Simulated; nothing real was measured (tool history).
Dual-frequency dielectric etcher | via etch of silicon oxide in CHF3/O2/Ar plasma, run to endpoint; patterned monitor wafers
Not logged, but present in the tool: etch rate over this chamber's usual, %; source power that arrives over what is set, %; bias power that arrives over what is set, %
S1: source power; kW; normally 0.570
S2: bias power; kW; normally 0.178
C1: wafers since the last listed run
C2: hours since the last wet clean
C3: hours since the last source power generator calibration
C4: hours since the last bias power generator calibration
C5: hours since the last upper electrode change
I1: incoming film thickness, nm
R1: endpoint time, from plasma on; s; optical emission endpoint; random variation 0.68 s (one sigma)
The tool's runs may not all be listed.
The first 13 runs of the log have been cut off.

{"run": 14, "hour": 767.9, "S1": 0.57, "S2": 0.178, "C1": 296, "C2": 310.1, "C3": 4633.3, "C4": 3269.3, "C5": 5981.8, "I1": 393.7, "R1": 226.5}
{"run": 15, "hour": 805.1, "S1": 0.57, "S2": 0.178, "C1": 160, "C2": 347.3, "C3": 4670.5, "C4": 3306.5, "C5": 6019.0, "I1": 396.5, "R1": 226.4}
{"run": 16, "hour": 851.6, "S1": 0.57, "S2": 0.178, "C1": 201, "C2": 393.8, "C3": 4717.0, "C4": 3353.0, "C5": 6065.5, "I1": 394.8, "R1": 227.6}
{"hour": 867.0, "done": "source power generator calibrated"}
{"hour": 905.9, "done": "wet clean of the chamber"}
{"run": 17, "hour": 911.4, "S1": 0.53, "S2": 0.205, "C1": 137, "C2": 5.5, "C3": 44.4, "C4": 3412.8, "C5": 6125.3, "I1": 395.2, "R1": 219.0}
{"run": 18, "hour": 965.7, "S1": 0.52, "S2": 0.212, "C1": 234, "C2": 59.8, "C3": 98.7, "C4": 3467.1, "C5": 6179.6, "I1": 393.3, "R1": 219.1}
{"run": 19, "hour": 1033.3, "S1": 0.61, "S2": 0.178, "C1": 292, "C2": 127.4, "C3": 166.3, "C4": 3534.7, "C5": 6247.2, "I1": 396.0, "R1": 215.4}
{"hour": 1078.1, "done": "bias power generator calibrated"}
{"run": 20, "hour": 1078.6, "S1": 0.57, "S2": 0.178, "C1": 178, "C2": 172.7, "C3": 211.6, "C4": 0.5, "C5": 6292.5, "I1": 396.3, "R1": 223.7}
{"run": 21, "hour": 1108.3, "S1": 0.7, "S2": 0.191, "C1": 128, "C2": 202.4, "C3": 241.3, "C4": 30.2, "C5": 6322.2, "I1": 398.5, "R1": 197.2}
{"hour": 1166.9, "done": "upper electrode replaced"}
{"run": 22, "hour": 1178.3, "S1": 0.57, "S2": 0.148, "C1": 199, "C2": 272.4, "C3": 311.3, "C4": 100.2, "C5": 11.4, "I1": 391.7, "R1": 234.4}
{"run": 23, "hour": 1241.5, "S1": 0.51, "S2": 0.142, "C1": 273, "C2": 335.6, "C3": 374.5, "C4": 163.4, "C5": 74.6, "I1": 397.0, "R1": 257.0}
{"run": 24, "hour": 1268.1, "S1": 0.5, "S2": 0.203, "C1": 115, "C2": 362.2, "C3": 401.1, "C4": 190.0, "C5": 101.2, "I1": 397.1, "R1": 232.1}
{"run": 25, "hour": 1297.6, "S1": 0.45, "S2": 0.198, "C1": 127, "C2": 391.7, "C3": 430.6, "C4": 219.5, "C5": 130.7, "I1": 395.7, "R1": 248.5}
{"hour": 1385.9, "done": "wet clean of the chamber"}
{"run": 26, "hour": 1386.4, "S1": 0.47, "S2": 0.221, "C1": 280, "C2": 0.5, "C3": 519.4, "C4": 308.3, "C5": 219.5, "I1": 389.5, "R1": 227.6}
{"run": 27, "hour": 1394.0, "S1": 0.57, "S2": 0.178, "C1": 32, "C2": 8.1, "C3": 527.0, "C4": 315.9, "C5": 227.1, "I1": 393.7, "R1": 222.8}
{"run": 28, "hour": 1440.1, "S1": 0.57, "S2": 0.162, "C1": 199, "C2": 54.2, "C3": 573.1, "C4": 362.0, "C5": 273.2, "I1": 390.6, "R1": 227.5}
{"run": 29, "hour": 1465.3, "S1": 0.49, "S2": 0.136, "C1": 109, "C2": 79.4, "C3": 598.3, "C4": 387.2, "C5": 298.4, "I1": 392.8, "R1": 265.4}
{"run": 30, "hour": 1493.3, "S1": 0.67, "S2": 0.161, "C1": 121, "C2": 107.4, "C3": 626.3, "C4": 415.2, "C5": 326.4, "I1": 393.3, "R1": 211.1}
{"run": 31, "hour": 1696.3, "S1": 0.57, "S2": 0.178, "C1": 878, "C2": 310.4, "C3": 829.3, "C4": 618.2, "C5": 529.4, "I1": 395.0, "R1": 223.7}
{"run": 32, "hour": 1755.4, "S1": 0.57, "S2": 0.178, "C1": 255, "C2": 369.5, "C3": 888.4, "C4": 677.3, "C5": 588.5, "I1": 392.4, "R1": 222.2}

5 options for the next run, each taken on its own from the tool as it stands now. Forecast them:
{"run": "A", "hour": 1755.9, "S1": 0.57, "S2": 0.178, "C1": 2, "C2": 370.0, "C3": 888.9, "C4": 677.8, "C5": 589.0, "I1": 396.2, "R1": "?"}
{"run": "B", "hour": 1755.9, "S1": 0.48, "S2": 0.178, "C1": 2, "C2": 370.0, "C3": 888.9, "C4": 677.8, "C5": 589.0, "I1": 396.2, "R1": "?"}
{"run": "C", "hour": 1755.9, "S1": 0.68, "S2": 0.19, "C1": 2, "C2": 370.0, "C3": 888.9, "C4": 677.8, "C5": 589.0, "I1": 396.2, "R1": "?"}
{"run": "D", "hour": 1755.9, "S1": 0.69, "S2": 0.206, "C1": 2, "C2": 370.0, "C3": 888.9, "C4": 677.8, "C5": 589.0, "I1": 396.2, "R1": "?"}
{"run": "E", "hour": 1755.9, "S1": 0.51, "S2": 0.222, "C1": 2, "C2": 370.0, "C3": 888.9, "C4": 677.8, "C5": 589.0, "I1": 396.2, "R1": "?"}

run=A R1=225.5
run=B R1=248.8
run=C R1=201.0
run=D R1=194.1
run=E R1=222.5
The same runs, with their run-to-run variation unchanged, on a tool lacking any hidden condition would have given:
run=A R1=221.6
run=B R1=244.5
run=C R1=197.5
run=D R1=190.8
run=E R1=218.7
